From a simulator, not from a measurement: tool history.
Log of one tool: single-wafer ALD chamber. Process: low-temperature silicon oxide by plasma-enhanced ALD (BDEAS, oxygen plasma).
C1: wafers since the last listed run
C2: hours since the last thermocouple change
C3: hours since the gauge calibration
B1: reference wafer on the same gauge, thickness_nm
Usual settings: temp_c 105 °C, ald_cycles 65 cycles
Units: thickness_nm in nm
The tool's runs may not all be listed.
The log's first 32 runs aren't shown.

run 33 hour=2796.6 | temp_c=93 ald_cycles=71 | C1=305 C2=1102.8 C3=3458.4 | B1=9.454 | thickness_nm=9.926
-- hour=2917.4 gauge calibrated
run 34 hour=3061.2 | temp_c=120 ald_cycles=77 | C1=753 C2=1367.4 C3=143.8 | B1=9.457 | thickness_nm=10.151
run 35 hour=3106.3 | temp_c=105 ald_cycles=65 | C1=128 C2=1412.5 C3=188.9 | B1=9.465 | thickness_nm=8.822
run 36 hour=3208.8 | temp_c=116 ald_cycles=76 | C1=291 C2=1515.0 C3=291.4 | B1=9.460 | thickness_nm=10.071
run 37 hour=3288.6 | temp_c=105 ald_cycles=65 | C1=227 C2=1594.8 C3=371.2 | B1=9.463 | thickness_nm=8.829
run 38 hour=3357.6 | temp_c=105 ald_cycles=65 | C1=196 C2=1663.8 C3=440.2 | B1=9.464 | thickness_nm=8.801
run 39 hour=3458.0 | temp_c=95 ald_cycles=60 | C1=285 C2=1764.2 C3=540.6 | B1=9.464 | thickness_nm=8.387
run 40 hour=3498.5 | temp_c=105 ald_cycles=75 | C1=115 C2=1804.7 C3=581.1 | B1=9.462 | thickness_nm=10.128
run 41 hour=3593.8 | temp_c=105 ald_cycles=65 | C1=271 C2=1900.0 C3=676.4 | B1=9.451 | thickness_nm=8.802
run 42 hour=3631.7 | temp_c=105 ald_cycles=57 | C1=107 C2=1937.9 C3=714.3 | B1=9.467 | thickness_nm=7.682
run 43 hour=3706.1 | temp_c=119 ald_cycles=57 | C1=211 C2=2012.3 C3=788.7 | B1=9.465 | thickness_nm=7.551
run 44 hour=3757.2 | temp_c=105 ald_cycles=65 | C1=145 C2=2063.4 C3=839.8 | B1=9.461 | thickness_nm=8.838
run 45 hour=3821.4 | temp_c=97 ald_cycles=69 | C1=182 C2=2127.6 C3=904.0 | B1=9.462 | thickness_nm=9.548

5 ways to go on from here, each from the tool as it stands after run 45. What would each give?
run A hour=3821.9 | temp_c=120 ald_cycles=65 | C1=1 C2=2128.1 C3=904.5 | B1=? | thickness_nm=?
run B hour=3821.9 | temp_c=119 ald_cycles=52 | C1=1 C2=2128.1 C3=904.5 | B1=? | thickness_nm=?
run C hour=3821.9 | temp_c=97 ald_cycles=74 | C1=1 C2=2128.1 C3=904.5 | B1=? | thickness_nm=?
run D hour=3821.9 | temp_c=99 ald_cycles=65 | C1=1 C2=2128.1 C3=904.5 | B1=? | thickness_nm=?
run E hour=3821.9 | temp_c=105 ald_cycles=69 | C1=1 C2=2128.1 C3=904.5 | B1=? | thickness_nm=?

run=A B1=9.458 thickness_nm=8.616
run=B B1=9.458 thickness_nm=6.905
run=C B1=9.458 thickness_nm=10.287
run=D B1=9.458 thickness_nm=8.977
run=E B1=9.458 thickness_nm=9.380
Without the tool's hidden state the same runs would have given:
run=A thickness_nm=8.571
run=B thickness_nm=6.868
run=C thickness_nm=10.183
run=D thickness_nm=8.886
run=E thickness_nm=9.331
